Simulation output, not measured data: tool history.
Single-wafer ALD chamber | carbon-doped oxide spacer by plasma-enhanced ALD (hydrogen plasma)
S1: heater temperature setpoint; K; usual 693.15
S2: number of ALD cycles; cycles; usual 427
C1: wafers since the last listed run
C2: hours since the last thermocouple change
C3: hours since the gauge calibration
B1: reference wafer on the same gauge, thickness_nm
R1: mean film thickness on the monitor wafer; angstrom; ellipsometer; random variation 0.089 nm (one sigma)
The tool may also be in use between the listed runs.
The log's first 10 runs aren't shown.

{"run": 11, "day": 26.833, "S1": 693.15, "S2": 427, "C1": 100, "C2": 1146.1, "C3": 1979.4, "B1": 22.36, "R1": 194.71}
{"run": 12, "day": 28.804, "S1": 693.15, "S2": 427, "C1": 51, "C2": 1193.4, "C3": 2026.7, "B1": 22.342, "R1": 194.67}
{"run": 13, "day": 32.429, "S1": 693.15, "S2": 377, "C1": 94, "C2": 1280.4, "C3": 2113.7, "B1": 22.308, "R1": 171.13}
{"run": 14, "day": 34.954, "S1": 693.15, "S2": 377, "C1": 65, "C2": 1341, "C3": 2174.3, "B1": 22.291, "R1": 170.72}
{"run": 15, "day": 37.392, "S1": 693.15, "S2": 377, "C1": 63, "C2": 1399.5, "C3": 2232.8, "B1": 22.284, "R1": 171.36}
{"run": 16, "day": 40.296, "S1": 693.15, "S2": 427, "C1": 75, "C2": 1469.2, "C3": 2302.5, "B1": 22.278, "R1": 194.14}
{"day": 43.767, "done": "thermocouple changed; heater temperature recalibrated"}
{"run": 17, "day": 44.025, "S1": 693.15, "S2": 427, "C1": 88, "C2": 6.2, "C3": 2392, "B1": 22.221, "R1": 192.59}
{"run": 18, "day": 47.279, "S1": 693.15, "S2": 427, "C1": 85, "C2": 84.3, "C3": 2470.1, "B1": 22.184, "R1": 192.25}
{"run": 19, "day": 51.596, "S1": 693.15, "S2": 427, "C1": 112, "C2": 187.9, "C3": 2573.7, "B1": 22.148, "R1": 191.71}
{"run": 20, "day": 54.262, "S1": 693.15, "S2": 427, "C1": 69, "C2": 251.9, "C3": 2637.7, "B1": 22.14, "R1": 190.84}
{"run": 21, "day": 57.379, "S1": 693.15, "S2": 427, "C1": 81, "C2": 326.7, "C3": 2712.5, "B1": 22.089, "R1": 192.4}
{"run": 22, "day": 59.608, "S1": 693.15, "S2": 427, "C1": 58, "C2": 380.2, "C3": 2766, "B1": 22.086, "R1": 189.74}
{"run": 23, "day": 62.783, "S1": 693.15, "S2": 381, "C1": 82, "C2": 456.4, "C3": 2842.2, "B1": 22.045, "R1": 171.16}
{"run": 24, "day": 65.017, "S1": 693.15, "S2": 350, "C1": 58, "C2": 510, "C3": 2895.8, "B1": 22.013, "R1": 157.16}
{"day": 66.625, "done": "gauge calibrated"}
{"run": 25, "day": 68.675, "S1": 700.15, "S2": 511, "C1": 95, "C2": 597.8, "C3": 49.2, "B1": 22.707, "R1": 229.48}
{"run": 26, "day": 71.271, "S1": 678.15, "S2": 454, "C1": 67, "C2": 660.1, "C3": 111.5, "B1": 22.781, "R1": 218.63}
{"run": 27, "day": 75.108, "S1": 699.15, "S2": 427, "C1": 100, "C2": 752.2, "C3": 203.6, "B1": 22.729, "R1": 194.74}
{"run": 28, "day": 77.217, "S1": 693.15, "S2": 427, "C1": 55, "C2": 802.8, "C3": 254.2, "B1": 22.723, "R1": 197.99}
{"run": 29, "day": 79.704, "S1": 688.15, "S2": 479, "C1": 64, "C2": 862.5, "C3": 313.9, "B1": 22.734, "R1": 226.28}
{"run": 30, "day": 81.488, "S1": 698.15, "S2": 506, "C1": 46, "C2": 905.3, "C3": 356.7, "B1": 22.727, "R1": 229.6}
{"run": 31, "day": 84.246, "S1": 684.15, "S2": 489, "C1": 72, "C2": 971.5, "C3": 422.9, "B1": 22.705, "R1": 231.56}

Run 32 comes next. What will it give?
{"run": 32, "day": 96.254, "S1": 687.15, "S2": 380, "C1": 313, "C2": 1259.7, "C3": 711.1, "B1": "?", "R1": "?"}

{"run 32": {"B1": 22.739, "R1": 177.56}}
Without the tool's hidden state the same run would have given R1 177.53 angstrom.
